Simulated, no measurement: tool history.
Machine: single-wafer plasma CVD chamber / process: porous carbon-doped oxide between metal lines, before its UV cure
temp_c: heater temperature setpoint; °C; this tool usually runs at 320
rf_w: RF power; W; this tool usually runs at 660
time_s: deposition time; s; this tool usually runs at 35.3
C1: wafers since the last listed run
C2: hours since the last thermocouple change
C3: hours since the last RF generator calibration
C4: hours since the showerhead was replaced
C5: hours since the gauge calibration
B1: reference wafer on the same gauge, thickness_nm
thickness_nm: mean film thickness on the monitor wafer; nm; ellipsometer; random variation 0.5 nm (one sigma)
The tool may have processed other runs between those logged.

Run 1, day 0: usual settings; C1 0; C2 2085.8; C3 583.6; C4 2885.6; C5 684.5; B1 195.102. Result: thickness_nm 214.6 nm.
Run 2, day 1.8: usual settings; C1 1058; C2 2129; C3 626.8; C4 2928.8; C5 727.7; B1 195.064. Result: thickness_nm 214.769 nm.
Run 3, day 3.858: usual settings; C1 1210; C2 2178.4; C3 676.2; C4 2978.2; C5 777.1; B1 195.006. Result: thickness_nm 215.616 nm.
Run 4, day 6: usual settings; C1 1259; C2 2229.8; C3 727.6; C4 3029.6; C5 828.5; B1 195.07. Result: thickness_nm 214.93 nm.
Run 5, day 7.817: usual settings; C1 1067; C2 2273.4; C3 771.2; C4 3073.2; C5 872.1; B1 195.191. Result: thickness_nm 213.58 nm.
Run 6, day 10.188: usual settings; C1 1393; C2 2330.3; C3 828.1; C4 3130.1; C5 929; B1 194.929. Result: thickness_nm 214.305 nm.
Run 7, day 12.158: usual settings; C1 1158; C2 2377.6; C3 875.4; C4 3177.4; C5 976.3; B1 194.902. Result: thickness_nm 213.971 nm.
Run 8, day 13.754: usual settings; C1 938; C2 2415.9; C3 913.7; C4 3215.7; C5 1014.6; B1 194.981. Result: thickness_nm 212.948 nm.
Run 9, day 15.825: usual settings; C1 1217; C2 2465.6; C3 963.4; C4 3265.4; C5 1064.3; B1 194.769. Result: thickness_nm 213.14 nm.
Run 10, day 16.838: usual settings; C1 595; C2 2489.9; C3 987.7; C4 3289.7; C5 1088.6; B1 195.109. Result: thickness_nm 212.38 nm.
Run 11, day 18.933: usual settings but temp_c 308 °C, rf_w 730 W, time_s 39.7 s; C1 1232; C2 2540.2; C3 1038; C4 3340; C5 1138.9; B1 194.842. Result: thickness_nm 272.709 nm.
At day 19.471: RF generator calibrated.
Run 12, day 21.65: usual settings; C1 1401; C2 2605.4; C3 52.3; C4 3405.2; C5 1204.1; B1 194.983. Result: thickness_nm 218.754 nm.
At day 22.225: showerhead replaced.
At day 22.788: thermocouple changed; heater temperature recalibrated.
Run 13, day 23.383: usual settings but rf_w 750 W; C1 627; C2 14.3; C3 93.9; C4 27.8; C5 1245.7; B1 195.003. Result: thickness_nm 228.689 nm.
At day 23.521: gauge calibrated.
Run 14, day 25.971: usual settings but temp_c 324 °C, rf_w 560 W, time_s 42.2 s; C1 1521; C2 76.4; C3 156; C4 89.9; C5 58.8; B1 195.057. Result: thickness_nm 226.466 nm.
Run 15, day 28.838: usual settings but temp_c 335 °C, rf_w 550 W; C1 1685; C2 145.2; C3 224.8; C4 158.7; C5 127.6; B1 194.965. Result: thickness_nm 177.239 nm.
Run 16, day 31.083: usual settings but temp_c 312 °C, rf_w 575 W; C1 1320; C2 199.1; C3 278.7; C4 212.6; C5 181.5; B1 195.027. Result: thickness_nm 205.841 nm.
Run 17, day 33.25: usual settings but time_s 33 s; C1 1273; C2 251.1; C3 330.7; C4 264.6; C5 233.5; B1 195.065. Result: thickness_nm 199.237 nm.
Run 18, day 35.017: usual settings but temp_c 329 °C; C1 1038; C2 293.5; C3 373.1; C4 307; C5 275.9; B1 195.114. Result: thickness_nm 202.454 nm.
Run 19, day 38.842: usual settings but time_s 31 s; C1 2248; C2 385.3; C3 464.9; C4 398.8; C5 367.7; B1 194.993. Result: thickness_nm 186.736 nm.
Run 20, day 41.296: usual settings; C1 1442; C2 444.2; C3 523.8; C4 457.7; C5 426.6; B1 194.936. Result: thickness_nm 211.468 nm.

5 ways to go on from here, each from the tool as it stands after run 20. What would each give?
Run A, day 41.312: usual settings but rf_w 760 W; C1 9; C2 444.6; C3 524.2; C4 458.1; C5 427; B1 ?. Result: thickness_nm ?.
Run B, day 41.312: usual settings but temp_c 312 °C, rf_w 540 W; C1 9; C2 444.6; C3 524.2; C4 458.1; C5 427; B1 ?. Result: thickness_nm ?.
Run C, day 41.312: usual settings but rf_w 605 W, time_s 29.4 s; C1 9; C2 444.6; C3 524.2; C4 458.1; C5 427; B1 ?. Result: thickness_nm ?.
Run D, day 41.312: usual settings but temp_c 334 °C; C1 9; C2 444.6; C3 524.2; C4 458.1; C5 427; B1 ?. Result: thickness_nm ?.
Run E, day 41.312: usual settings but rf_w 540 W; C1 9; C2 444.6; C3 524.2; C4 458.1; C5 427; B1 ?. Result: thickness_nm ?.

run       B1  thickness_nm
  A  195.041       228.916
  B  195.041       198.773
  C  195.041       168.882
  D  195.041       196.142
  E  195.041       189.571
What these runs would have given with no unlogged condition in the tool:
run  thickness_nm
  A       231.119
  B       200.722
  C       170.539
  D        198.08
  E       191.441

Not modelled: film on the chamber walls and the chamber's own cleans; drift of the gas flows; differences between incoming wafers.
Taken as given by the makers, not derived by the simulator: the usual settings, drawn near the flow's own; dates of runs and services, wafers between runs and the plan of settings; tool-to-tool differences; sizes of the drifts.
